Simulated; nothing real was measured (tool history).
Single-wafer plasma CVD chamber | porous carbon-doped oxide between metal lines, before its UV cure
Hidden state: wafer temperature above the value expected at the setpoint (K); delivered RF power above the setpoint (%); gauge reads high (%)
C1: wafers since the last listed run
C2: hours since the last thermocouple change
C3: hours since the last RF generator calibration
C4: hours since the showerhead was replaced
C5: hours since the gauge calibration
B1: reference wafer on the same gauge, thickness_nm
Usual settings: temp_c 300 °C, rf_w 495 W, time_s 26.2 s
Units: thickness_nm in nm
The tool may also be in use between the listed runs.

Run 1, day 0: usual settings; C1 0; C2 2198.2; C3 475.1; C4 3866.1; C5 101.7; B1 159.207. Result: thickness_nm 138.794 nm.
Run 2, day 2.658: usual settings; C1 1473; C2 2262; C3 538.9; C4 3929.9; C5 165.5; B1 159.129. Result: thickness_nm 137.927 nm.
Run 3, day 5.792: usual settings; C1 1736; C2 2337.2; C3 614.1; C4 4005.1; C5 240.7; B1 158.753. Result: thickness_nm 138.526 nm.
Run 4, day 7.738: usual settings; C1 1078; C2 2383.9; C3 660.8; C4 4051.8; C5 287.4; B1 159.319. Result: thickness_nm 137.689 nm.
Run 5, day 11.562: usual settings; C1 2120; C2 2475.7; C3 752.6; C4 4143.6; C5 379.2; B1 158.815. Result: thickness_nm 137.284 nm.
Run 6, day 15.567: usual settings; C1 2219; C2 2571.8; C3 848.7; C4 4239.7; C5 475.3; B1 159.126. Result: thickness_nm 139.113 nm.
At day 16.667: thermocouple changed; heater temperature recalibrated.
Run 7, day 18.058: usual settings but temp_c 311 °C; C1 1196; C2 33.4; C3 908.5; C4 4299.5; C5 535.1; B1 159.267. Result: thickness_nm 130.127 nm.
At day 20.188: showerhead replaced.
At day 20.492: gauge calibrated.
Run 8, day 21.183: usual settings but temp_c 308 °C, rf_w 585 W, time_s 24.2 s; C1 1547; C2 108.4; C3 983.5; C4 23.9; C5 16.6; B1 159.581. Result: thickness_nm 136.431 nm.
At day 22.867: RF generator calibrated.
Run 9, day 22.888: usual settings but temp_c 292 °C, rf_w 460 W, time_s 29.6 s; C1 759; C2 149.3; C3 0.5; C4 64.8; C5 57.5; B1 158.763. Result: thickness_nm 155.246 nm.
Run 10, day 25.029: usual settings; C1 1187; C2 200.7; C3 51.9; C4 116.2; C5 108.9; B1 159.388. Result: thickness_nm 138.429 nm.
Run 11, day 27.146: usual settings but temp_c 310 °C, rf_w 460 W, time_s 23.6 s; C1 1173; C2 251.5; C3 102.7; C4 167; C5 159.7; B1 158.904. Result: thickness_nm 110.423 nm.
Run 12, day 29.925: usual settings; C1 1540; C2 318.2; C3 169.4; C4 233.7; C5 226.4; B1 158.912. Result: thickness_nm 138.161 nm.
Run 13, day 34.067: usual settings but temp_c 286 °C, rf_w 535 W, time_s 24.3 s; C1 2295; C2 417.6; C3 268.8; C4 333.1; C5 325.8; B1 158.95. Result: thickness_nm 149.443 nm.
Run 14, day 37.588: usual settings; C1 1951; C2 502.1; C3 353.3; C4 417.6; C5 410.3; B1 159.137. Result: thickness_nm 137.32 nm.

The tool's hidden state at each run:
wafer temperature above the value expected at the setpoint (K): 0 in every run
delivered RF power above the setpoint (%): 0 in every run
gauge reads high (%): 0 in every run
